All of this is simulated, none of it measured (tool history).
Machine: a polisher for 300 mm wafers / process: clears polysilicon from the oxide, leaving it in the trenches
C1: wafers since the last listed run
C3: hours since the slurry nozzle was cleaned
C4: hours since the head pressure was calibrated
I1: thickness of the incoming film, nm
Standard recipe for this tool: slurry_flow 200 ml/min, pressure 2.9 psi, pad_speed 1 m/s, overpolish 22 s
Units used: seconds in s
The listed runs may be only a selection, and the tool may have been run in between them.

Run 1, hour 0: usual settings; C1 0; wafers polished on this pad 171; C3 218; C4 217.5; I1 749.8. Result: seconds 54.7 s.
Run 2, hour 48.8: usual settings; C1 414; wafers polished on this pad 585; C3 266.8; C4 266.3; I1 749. Result: seconds 56.2 s.
Run 3, hour 58.3: usual settings; C1 80; wafers polished on this pad 666; C3 276.3; C4 275.8; I1 754.4. Result: seconds 58.2 s.
Run 4, hour 73.7: usual settings but slurry_flow 155 ml/min, pad_speed 0.78 m/s; C1 130; wafers polished on this pad 797; C3 291.7; C4 291.2; I1 730.4. Result: seconds 73.7 s.
Run 5, hour 85: usual settings but slurry_flow 220 ml/min, pressure 2.3 psi; C1 95; wafers polished on this pad 893; C3 303; C4 302.5; I1 743.3. Result: seconds 67.7 s.
Run 6, hour 93.8: usual settings but slurry_flow 220 ml/min, pressure 2.3 psi; C1 74; wafers polished on this pad 968; C3 311.8; C4 311.3; I1 740. Result: seconds 68.4 s.
Run 7, hour 99.9: usual settings but slurry_flow 220 ml/min, pressure 2.3 psi; C1 51; wafers polished on this pad 1020; C3 317.9; C4 317.4; I1 726.7. Result: seconds 67.3 s.
Run 8, hour 116.1: usual settings but pad_speed 1.28 m/s; C1 137; wafers polished on this pad 1157; C3 334.1; C4 333.6; I1 729.4. Result: seconds 49.5 s.
Run 9, hour 125.5: usual settings but pad_speed 1.28 m/s; C1 79; wafers polished on this pad 1237; C3 343.5; C4 343; I1 741.4. Result: seconds 51.6 s.
At hour 135.8: slurry nozzle cleaned.
At hour 140.6: worn pad replaced by a new one.
Run 10, hour 143: usual settings but pad_speed 1.28 m/s; C1 106; wafers polished on this pad 20; C3 7.2; C4 360.5; I1 747.4. Result: seconds 43.5 s.
At hour 158.4: head pressure recalibrated.
Run 11, hour 160.9: usual settings; C1 135; wafers polished on this pad 155; C3 25.1; C4 2.5; I1 738.6. Result: seconds 52.8 s.
Run 12, hour 175.8: usual settings; C1 126; wafers polished on this pad 281; C3 40; C4 17.4; I1 748.1. Result: seconds 52.6 s.
Run 13, hour 187.5: usual settings but slurry_flow 260 ml/min; C1 99; wafers polished on this pad 381; C3 51.7; C4 29.1; I1 724.1. Result: seconds 50.8 s.
Run 14, hour 206.1: usual settings but pressure 3.7 psi; C1 158; wafers polished on this pad 539; C3 70.3; C4 47.7; I1 739.9. Result: seconds 45.9 s.
Run 15, hour 223.3: usual settings but pressure 3.3 psi; C1 146; wafers polished on this pad 685; C3 87.5; C4 64.9; I1 744.6. Result: seconds 50.1 s.
Run 16, hour 248.8: usual settings but pressure 2.2 psi, overpolish 17 s; C1 216; wafers polished on this pad 901; C3 113; C4 90.4; I1 747.9. Result: seconds 68.1 s.
Run 17, hour 291.1: usual settings but slurry_flow 250 ml/min, pressure 3.4 psi, overpolish 27 s; C1 359; wafers polished on this pad 1261; C3 155.3; C4 132.7; I1 741.6. Result: seconds 51.4 s.
At hour 301.2: worn pad replaced by a new one.
Run 18, hour 308: usual settings; C1 109; wafers polished on this pad 57; C3 172.2; C4 149.6; I1 735.2. Result: seconds 53.8 s.
Run 19, hour 319.7: usual settings but slurry_flow 230 ml/min, overpolish 19 s; C1 99; wafers polished on this pad 157; C3 183.9; C4 161.3; I1 738.6. Result: seconds 52.6 s.
Run 20, hour 326.1: usual settings but slurry_flow 270 ml/min, pressure 2.6 psi, pad_speed 1.22 m/s, overpolish 30 s; C1 54; wafers polished on this pad 211; C3 190.3; C4 167.7; I1 728.5. Result: seconds 46.9 s.
Run 21, hour 343.9: usual settings but overpolish 29 s; C1 151; wafers polished on this pad 362; C3 208.1; C4 185.5; I1 745.6. Result: seconds 55.8 s.
Run 22, hour 361.1: usual settings but slurry_flow 260 ml/min, pressure 2.5 psi, pad_speed 1.26 m/s, overpolish 26 s; C1 146; wafers polished on this pad 509; C3 225.3; C4 202.7; I1 737.7. Result: seconds 48.2 s.
Run 23, hour 374.9: usual settings; C1 117; wafers polished on this pad 626; C3 239.1; C4 216.5; I1 756.1. Result: seconds 57.3 s.
Run 24, hour 383.2: usual settings but pad_speed 1.28 m/s; C1 70; wafers polished on this pad 696; C3 247.4; C4 224.8; I1 750.5. Result: seconds 46.5 s.

What differs in the tool's unlogged condition from the final listed run ahead of each entry between runs to the first listed run following it?
Between runs 9 and 10: slurry nozzle cleaned (hour 135.8); worn pad replaced by a new one (hour 140.6)
  removal rate lost through wear of the pad, %: 8.63 -> 0.503; slurry flow missing at the pad, %: 48.6 -> 6.13
  difference, measured minus the result without the unlogged condition, seconds: +9.1 -> +0.5 s
Between runs 10 and 11: head pressure recalibrated (hour 158.4)
  removal rate lost through wear of the pad, %: 0.503 -> 0.662; slurry flow missing at the pad, %: 6.13 -> 6.35
  difference, measured minus the result without the unlogged condition, seconds: +0.5 -> +0.8 s
Between runs 17 and 18: worn pad replaced by a new one (hour 301.2)
  removal rate lost through wear of the pad, %: 9.42 -> 1.25; slurry flow missing at the pad, %: 15.6 -> 17.7
  difference, measured minus the result without the unlogged condition, seconds: +5.6 -> +2 s
